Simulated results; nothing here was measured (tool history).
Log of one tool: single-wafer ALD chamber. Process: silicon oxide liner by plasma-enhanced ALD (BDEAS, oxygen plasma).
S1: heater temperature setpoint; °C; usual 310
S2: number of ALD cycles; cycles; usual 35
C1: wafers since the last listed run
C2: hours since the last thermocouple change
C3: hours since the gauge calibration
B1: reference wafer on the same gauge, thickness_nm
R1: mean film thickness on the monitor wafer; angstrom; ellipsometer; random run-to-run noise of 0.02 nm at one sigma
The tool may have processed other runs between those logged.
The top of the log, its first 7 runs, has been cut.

| run | hour | S1 | S2 | C1 | C2 | C3 | B1 | R1 |
|---|---|---|---|---|---|---|---|---|
| 8 | 700.9 | 320 | 35 | 1184 | 423.7 | 2410.6 | 3.617 | 35.86 |
| 9 | 787.6 | 310 | 35 | 1062 | 510.4 | 2497.3 | 3.613 | 36.20 |
| 10 | 833.3 | 310 | 35 | 560 | 556.1 | 2543.0 | 3.614 | 36.54 |
| 11 | 903.1 | 310 | 35 | 855 | 625.9 | 2612.8 | 3.608 | 36.31 |
| 12 | 1156.3 | 310 | 35 | 3103 | 879.1 | 2866.0 | 3.591 | 36.62 |
| 13 | 1244.7 | 310 | 35 | 1083 | 967.5 | 2954.4 | 3.585 | 36.10 |
| 14 | 1343.6 | 310 | 35 | 1212 | 1066.4 | 3053.3 | 3.580 | 36.23 |
| 15 | 1384.3 | 319 | 35 | 498 | 1107.1 | 3094.0 | 3.580 | 35.83 |
| 16 | 1458.5 | 310 | 31 | 909 | 1181.3 | 3168.2 | 3.572 | 31.50 |
|  | 1499.3 | thermocouple changed; heater temperature recalibrated |
| 17 | 1562.4 | 310 | 35 | 1175 | 63.1 | 3272.1 | 3.564 | 35.74 |
| 18 | 1644.1 | 323 | 35 | 1001 | 144.8 | 3353.8 | 3.557 | 35.44 |
| 19 | 1722.2 | 310 | 29 | 957 | 222.9 | 3431.9 | 3.555 | 29.74 |
|  | 1774.9 | gauge calibrated |
| 20 | 1829.0 | 315 | 38 | 1309 | 329.7 | 54.1 | 3.748 | 40.64 |
| 21 | 1900.3 | 310 | 35 | 874 | 401.0 | 125.4 | 3.742 | 37.38 |
| 22 | 1963.0 | 320 | 38 | 768 | 463.7 | 188.1 | 3.742 | 40.57 |
| 23 | 2032.9 | 321 | 29 | 856 | 533.6 | 258.0 | 3.737 | 30.85 |
| 24 | 2081.8 | 322 | 40 | 599 | 582.5 | 306.9 | 3.733 | 42.58 |
| 25 | 2183.3 | 320 | 42 | 1244 | 684.0 | 408.4 | 3.729 | 44.13 |
| 26 | 2263.0 | 298 | 40 | 976 | 763.7 | 488.1 | 3.722 | 43.68 |
| 27 | 2365.1 | 322 | 38 | 1251 | 865.8 | 590.2 | 3.713 | 39.95 |
| 28 | 2537.2 | 304 | 40 | 2109 | 1037.9 | 762.3 | 3.706 | 42.62 |
| 29 | 2588.5 | 300 | 30 | 628 | 1089.2 | 813.6 | 3.700 | 32.21 |
| 30 | 2689.6 | 304 | 35 | 1239 | 1190.3 | 914.7 | 3.694 | 37.51 |
|  | 2773.5 | thermocouple changed; heater temperature recalibrated |
| 31 | 2780.5 | 310 | 35 | 1016 | 7.0 | 1005.6 | 3.687 | 37.11 |
| 32 | 2837.6 | 310 | 35 | 699 | 64.1 | 1062.7 | 3.684 | 36.73 |

What if the next run were any one of these 5? Each begins from the tool's condition after run 32:
| A | 2838.0 | 310 | 38 | 4 | 64.5 | 1063.1 | ? | ? |
| B | 2838.0 | 310 | 41 | 4 | 64.5 | 1063.1 | ? | ? |
| C | 2838.0 | 310 | 40 | 4 | 64.5 | 1063.1 | ? | ? |
| D | 2838.0 | 321 | 35 | 4 | 64.5 | 1063.1 | ? | ? |
| E | 2838.0 | 310 | 32 | 4 | 64.5 | 1063.1 | ? | ? |

| run | B1 | R1 |
|---|---|---|
| A | 3.686 | 40.43 |
| B | 3.686 | 43.62 |
| C | 3.686 | 42.56 |
| D | 3.686 | 36.72 |
| E | 3.686 | 34.04 |
Without the tool's unlogged condition, the same runs would have read:
| run | R1 |
|---|---|
| A | 41.14 |
| B | 44.38 |
| C | 43.30 |
| D | 37.37 |
| E | 34.64 |

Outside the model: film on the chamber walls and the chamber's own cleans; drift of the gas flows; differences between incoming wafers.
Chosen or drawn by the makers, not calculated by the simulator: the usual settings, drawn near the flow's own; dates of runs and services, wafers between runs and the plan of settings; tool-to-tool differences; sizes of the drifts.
